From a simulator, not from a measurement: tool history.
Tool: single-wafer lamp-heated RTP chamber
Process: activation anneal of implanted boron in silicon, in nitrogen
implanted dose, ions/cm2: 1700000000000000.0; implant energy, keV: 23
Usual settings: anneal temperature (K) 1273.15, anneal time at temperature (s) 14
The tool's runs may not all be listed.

run	hour	anneal temperature (K)	anneal time at temperature (s)	read-back reference wafer on the same gauge, sheet resistance	sheet resistance of the implanted and annealed layer (ohm/square)
1	0.0	1273.15	14	94.71	97.19
2	31.1	1273.15	14	94.39	96.78
3	59.2	1260.15	17	94.74	102.37
4	91.6	1260.15	17	94.69	102.25
5	126.9	1260.15	17	94.74	102.15
6	161.7	1273.15	14	94.69	96.93
7	184.6	1273.15	14	94.50	97.19
8	202.0	1273.15	14	94.58	97.04
9	218.2	1273.15	14	94.66	97.20
# hour 240.7: pyrometer window cleaned and pyrometer calibrated
10	241.2	1273.15	14	94.52	97.17
11	270.8	1264.15	18	94.52	99.87
12	305.4	1273.15	14	94.51	96.66
13	321.5	1273.15	12	94.58	97.23
14	336.1	1273.15	12	94.79	98.01
# hour 350.5: reflector plate cleaned
15	351.0	1273.15	12	94.39	97.70
16	364.4	1301.15	17	94.59	89.51
17	390.1	1259.15	19	94.69	102.26
18	414.8	1259.15	19	94.60	102.32
19	433.8	1298.15	14	94.66	89.91
20	465.8	1273.15	6	94.59	100.56
# hour 477.5: gauge calibrated
21	492.2	1273.15	10	94.60	98.71
22	582.7	1244.15	20	94.53	113.06
23	605.6	1248.15	14	94.60	112.96
24	634.1	1273.15	9	94.64	99.31
25	646.4	1252.15	14	94.81	109.11
26	669.5	1289.15	21	94.49	90.96
27	695.4	1273.15	14	94.58	96.80
28	716.9	1273.15	14	94.60	97.06
29	735.9	1254.15	17	94.59	106.73
30	751.3	1261.15	14	94.68	103.21

Forecast each of these 5 alternatives for the next run:
A	751.7	1283.15	14	?	?
B	751.7	1250.15	17	?	?
C	751.7	1260.15	12	?	?
D	751.7	1286.15	20	?	?
E	751.7	1298.15	11	?	?

run	read-back reference wafer on the same gauge, sheet resistance	sheet resistance of the implanted and annealed layer (ohm/square)
A	94.44	94.49
B	94.44	110.25
C	94.44	105.59
D	94.44	92.51
E	94.44	91.51
Without the tool's hidden state the same runs would have given:
run	sheet resistance of the implanted and annealed layer (ohm/square)
A	94.49
B	110.25
C	105.59
D	92.51
E	91.51

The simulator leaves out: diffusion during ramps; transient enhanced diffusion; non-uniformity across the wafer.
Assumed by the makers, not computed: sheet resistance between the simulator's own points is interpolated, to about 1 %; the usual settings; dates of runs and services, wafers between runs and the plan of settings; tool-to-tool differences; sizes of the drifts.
